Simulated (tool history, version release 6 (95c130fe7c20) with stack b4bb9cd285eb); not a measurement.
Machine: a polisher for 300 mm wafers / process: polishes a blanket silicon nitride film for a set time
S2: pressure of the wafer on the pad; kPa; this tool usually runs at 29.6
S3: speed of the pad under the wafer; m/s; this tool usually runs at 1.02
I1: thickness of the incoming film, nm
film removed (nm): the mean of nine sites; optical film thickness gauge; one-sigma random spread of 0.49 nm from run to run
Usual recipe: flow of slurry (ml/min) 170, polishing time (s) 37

Run 1, hour 0.0: usual settings; I1 473.2. Result: film removed (nm) 68.8.
Run 2, hour 25.8: usual settings; I1 469.2. Result: film removed (nm) 67.5.
Run 3, hour 67.0: usual settings but polishing time (s) 34; I1 471.6. Result: film removed (nm) 62.3.
Run 4, hour 99.0: usual settings but polishing time (s) 34; I1 472.7. Result: film removed (nm) 62.1.
At hour 137.3: worn pad replaced by a new one.
Run 5, hour 161.0: usual settings but polishing time (s) 34; I1 468.4. Result: film removed (nm) 62.0.
Run 6, hour 209.8: usual settings but S2 35.2 kPa, polishing time (s) 30; I1 479.4. Result: film removed (nm) 62.1.
Run 7, hour 242.3: usual settings but S2 35.2 kPa, polishing time (s) 30; I1 474.0. Result: film removed (nm) 61.4.
Run 8, hour 281.0: usual settings but S2 26.2 kPa; I1 466.1. Result: film removed (nm) 61.3.
Run 9, hour 339.8: usual settings but flow of slurry (ml/min) 135, S3 1.30 m/s; I1 478.1. Result: film removed (nm) 77.4.
Run 10, hour 506.2: usual settings but flow of slurry (ml/min) 135, S3 1.30 m/s; I1 472.3. Result: film removed (nm) 75.4.
At hour 543.0: slurry nozzle cleaned.
Run 11, hour 565.1: usual settings but polishing time (s) 29; I1 475.2. Result: film removed (nm) 54.2.
At hour 604.1: head pressure recalibrated.
Run 12, hour 607.0: usual settings but polishing time (s) 29; I1 466.5. Result: film removed (nm) 54.5.
Run 13, hour 644.5: usual settings; I1 466.6. Result: film removed (nm) 69.6.
At hour 663.1: worn pad replaced by a new one.
Run 14, hour 673.0: usual settings but S2 32.4 kPa; I1 472.2. Result: film removed (nm) 73.8.
Run 15, hour 697.7: usual settings but S2 32.4 kPa; I1 474.7. Result: film removed (nm) 73.8.
Run 16, hour 730.4: usual settings but S2 23.4 kPa; I1 476.1. Result: film removed (nm) 58.2.
Run 17, hour 788.3: usual settings; I1 475.7. Result: film removed (nm) 69.1.
Run 18, hour 835.2: usual settings but flow of slurry (ml/min) 130, S2 33.1 kPa; I1 470.9. Result: film removed (nm) 71.2.
Run 19, hour 885.2: usual settings but flow of slurry (ml/min) 150; I1 467.6. Result: film removed (nm) 66.9.
Run 20, hour 986.6: usual settings but flow of slurry (ml/min) 225, S2 26.9 kPa; I1 468.6. Result: film removed (nm) 65.6.
Run 21, hour 1034.5: usual settings; I1 467.4. Result: film removed (nm) 66.3.
Run 22, hour 1082.8: usual settings but flow of slurry (ml/min) 145; I1 472.5. Result: film removed (nm) 65.5.
Run 23, hour 1115.9: usual settings but S2 37.2 kPa, polishing time (s) 26; I1 471.5. Result: film removed (nm) 55.9.
At hour 1127.1: worn pad replaced by a new one, of another model than before.
Run 24, hour 1156.9: usual settings but S2 20.0 kPa, S3 0.78 m/s; I1 477.0. Result: film removed (nm) 51.0.
Run 25, hour 1206.6: usual settings but polishing time (s) 46; I1 473.4. Result: film removed (nm) 83.4.
At hour 1248.6: slurry nozzle cleaned.
Run 26, hour 1275.8: usual settings but S3 1.36 m/s; I1 468.2. Result: film removed (nm) 78.9.
Run 27, hour 1344.1: usual settings but S2 33.1 kPa; I1 461.7. Result: film removed (nm) 74.1.
Run 28, hour 1400.4: usual settings; I1 460.2. Result: film removed (nm) 70.4.
Run 29, hour 1460.4: usual settings but S3 1.32 m/s; I1 480.9. Result: film removed (nm) 77.3.
Run 30, hour 1531.2: usual settings but flow of slurry (ml/min) 215, S2 21.4 kPa, S3 0.88 m/s, polishing time (s) 48; I1 477.1. Result: film removed (nm) 74.9.
At hour 1540.4: worn pad replaced by a new one.
Run 31, hour 1569.3: usual settings but S2 26.9 kPa, S3 1.32 m/s, polishing time (s) 33; I1 475.1. Result: film removed (nm) 66.5.
Run 32, hour 1620.2: usual settings but flow of slurry (ml/min) 140, polishing time (s) 27; I1 478.0. Result: film removed (nm) 49.1.
Run 33, hour 1648.3: usual settings but S3 1.36 m/s; I1 462.0. Result: film removed (nm) 77.5.
Run 34, hour 1678.2: usual settings but flow of slurry (ml/min) 230, S2 26.9 kPa; I1 474.0. Result: film removed (nm) 66.6.
Run 35, hour 1719.0: usual settings; I1 476.8. Result: film removed (nm) 68.3.
Run 36, hour 1766.5: usual settings; I1 473.9. Result: film removed (nm) 68.1.
Run 37, hour 1926.1: usual settings but flow of slurry (ml/min) 140, S2 21.4 kPa, S3 0.88 m/s, polishing time (s) 42; I1 477.1. Result: film removed (nm) 61.0.
Run 38, hour 1956.9: usual settings but flow of slurry (ml/min) 115, S2 34.5 kPa, polishing time (s) 28; I1 474.2. Result: film removed (nm) 54.3.

What was the tool's hidden state at every run in the log?
removal rate lost through wear of the pad, %: 0 on each run
deviation of the head's pressure from its setpoint, %: 0 on each run
H1: slurry flow missing at the pad, %
run    H1
  1  18.5
  2  19.9
  3  22.2
  4  23.9
  5  27.3
  6    30
  7  31.8
  8  33.9
  9  37.1
 10  46.2
 11  3.06
 12  5.35
 13  7.39
 14  8.95
 15  10.3
 16  12.1
 17  15.2
 18  17.8
 19  20.5
 20  26.1
 21  28.7
 22  31.3
 23  33.1
 24  35.3
 25  38.1
 26  2.91
 27  6.64
 28  9.71
 29    13
 30  16.8
 31  18.9
 32  21.7
 33  23.2
 34  24.9
 35  27.1
 36  29.7
 37  38.4
 38  40.1

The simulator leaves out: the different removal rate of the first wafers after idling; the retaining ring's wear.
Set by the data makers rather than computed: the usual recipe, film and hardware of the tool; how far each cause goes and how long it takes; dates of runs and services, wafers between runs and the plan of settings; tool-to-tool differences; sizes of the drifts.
